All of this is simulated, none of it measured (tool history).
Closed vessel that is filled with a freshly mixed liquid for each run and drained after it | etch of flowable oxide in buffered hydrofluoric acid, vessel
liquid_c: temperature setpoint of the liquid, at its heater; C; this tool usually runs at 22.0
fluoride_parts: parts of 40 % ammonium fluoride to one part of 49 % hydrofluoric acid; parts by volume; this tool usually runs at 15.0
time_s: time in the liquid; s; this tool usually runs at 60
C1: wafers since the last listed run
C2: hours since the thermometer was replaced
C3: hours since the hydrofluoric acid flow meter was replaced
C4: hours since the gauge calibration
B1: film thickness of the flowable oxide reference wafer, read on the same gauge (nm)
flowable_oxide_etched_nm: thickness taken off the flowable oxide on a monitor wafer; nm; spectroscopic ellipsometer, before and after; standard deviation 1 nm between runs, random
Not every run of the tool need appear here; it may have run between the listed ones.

Run 1, hour 0.0: usual settings but fluoride_parts 16.5 parts by volume; C1 0; C2 682.6; C3 815.0; C4 232.3; B1 29.98. Result: flowable_oxide_etched_nm 120.30 nm.
Run 2, hour 15.3: usual settings; C1 1952; C2 697.9; C3 830.3; C4 247.6; B1 30.03. Result: flowable_oxide_etched_nm 133.11 nm.
Run 3, hour 31.3: usual settings; C1 2041; C2 713.9; C3 846.3; C4 263.6; B1 29.97. Result: flowable_oxide_etched_nm 132.97 nm.
Run 4, hour 48.9: usual settings; C1 2245; C2 731.5; C3 863.9; C4 281.2; B1 30.00. Result: flowable_oxide_etched_nm 133.06 nm.
Run 5, hour 63.3: usual settings; C1 1837; C2 745.9; C3 878.3; C4 295.6; B1 30.00. Result: flowable_oxide_etched_nm 135.03 nm.
Run 6, hour 73.0: usual settings; C1 1237; C2 755.6; C3 888.0; C4 305.3; B1 30.01. Result: flowable_oxide_etched_nm 133.66 nm.
Run 7, hour 85.1: usual settings; C1 1543; C2 767.7; C3 900.1; C4 317.4; B1 30.01. Result: flowable_oxide_etched_nm 133.38 nm.
At hour 97.0: gauge calibrated.
Run 8, hour 102.3: usual settings; C1 2194; C2 784.9; C3 917.3; C4 5.3; B1 29.97. Result: flowable_oxide_etched_nm 135.73 nm.
At hour 108.6: thermometer replaced.
Run 9, hour 115.4: usual settings; C1 1543; C2 6.8; C3 930.4; C4 18.4; B1 29.96. Result: flowable_oxide_etched_nm 115.33 nm.
Run 10, hour 125.5: usual settings but liquid_c 24.5 C, fluoride_parts 19.5 parts by volume; C1 1288; C2 16.9; C3 940.5; C4 28.5; B1 30.01. Result: flowable_oxide_etched_nm 103.17 nm.
At hour 133.8: hydrofluoric acid flow meter replaced.
Run 11, hour 136.6: usual settings; C1 1288; C2 28.0; C3 2.8; C4 39.6; B1 30.00. Result: flowable_oxide_etched_nm 119.03 nm.
Run 12, hour 151.3: usual settings but liquid_c 19.5 C, fluoride_parts 20.0 parts by volume, time_s 45 s; C1 1875; C2 42.7; C3 17.5; C4 54.3; B1 30.01. Result: flowable_oxide_etched_nm 58.57 nm.
Run 13, hour 163.8: usual settings but liquid_c 19.0 C, fluoride_parts 19.5 parts by volume, time_s 30 s; C1 1594; C2 55.2; C3 30.0; C4 66.8; B1 29.99. Result: flowable_oxide_etched_nm 38.95 nm.
Run 14, hour 175.2: usual settings but fluoride_parts 11.0 parts by volume; C1 1454; C2 66.6; C3 41.4; C4 78.2; B1 30.00. Result: flowable_oxide_etched_nm 162.69 nm.
Run 15, hour 185.9: usual settings; C1 1365; C2 77.3; C3 52.1; C4 88.9; B1 30.00. Result: flowable_oxide_etched_nm 119.37 nm.
Run 16, hour 192.8: usual settings but fluoride_parts 12.5 parts by volume, time_s 80 s; C1 880; C2 84.2; C3 59.0; C4 95.8; B1 29.99. Result: flowable_oxide_etched_nm 185.82 nm.
Run 17, hour 243.5: usual settings but liquid_c 26.0 C, fluoride_parts 11.5 parts by volume, time_s 80 s; C1 6468; C2 134.9; C3 109.7; C4 146.5; B1 30.00. Result: flowable_oxide_etched_nm 260.16 nm.
Run 18, hour 255.3: usual settings but liquid_c 25.5 C, fluoride_parts 10.5 parts by volume; C1 1505; C2 146.7; C3 121.5; C4 158.3; B1 30.01. Result: flowable_oxide_etched_nm 209.15 nm.
Run 19, hour 263.8: usual settings but liquid_c 19.5 C, fluoride_parts 20.0 parts by volume, time_s 45 s; C1 1084; C2 155.2; C3 130.0; C4 166.8; B1 30.03. Result: flowable_oxide_etched_nm 59.49 nm.
Run 20, hour 281.5: usual settings; C1 2258; C2 172.9; C3 147.7; C4 184.5; B1 30.01. Result: flowable_oxide_etched_nm 121.61 nm.
Run 21, hour 288.2: usual settings but time_s 45 s; C1 854; C2 179.6; C3 154.4; C4 191.2; B1 29.99. Result: flowable_oxide_etched_nm 91.11 nm.

A few steps of flowable_oxide_etched_nm between consecutive runs. Split each: what settings, incoming material and random variation would produce without the hidden state, and what is left over for the hidden state, along with gauge scatter present in only one of the two compared results (measured, and without hidden state):
Hidden conditions of the tool in this case: liquid hotter than its thermometer reads (K); hydrofluoric acid flow below the setpoint (%); gauge reads high (%).
Run 8 -> 9: thermometer replaced. flowable_oxide_etched_nm -20.40 nm: hidden state -17.93, all else -2.47.
Run 13 -> 14: liquid_c 19.0 -> 22.0, fluoride_parts 19.5 -> 11.0, time_s 30 -> 60. flowable_oxide_etched_nm +123.74 nm: hidden state +3.03, all else +120.71.
Run 18 -> 19: liquid_c 25.5 -> 19.5, fluoride_parts 10.5 -> 20.0, time_s 60 -> 45. flowable_oxide_etched_nm -149.66 nm: hidden state -5.50, all else -144.16.

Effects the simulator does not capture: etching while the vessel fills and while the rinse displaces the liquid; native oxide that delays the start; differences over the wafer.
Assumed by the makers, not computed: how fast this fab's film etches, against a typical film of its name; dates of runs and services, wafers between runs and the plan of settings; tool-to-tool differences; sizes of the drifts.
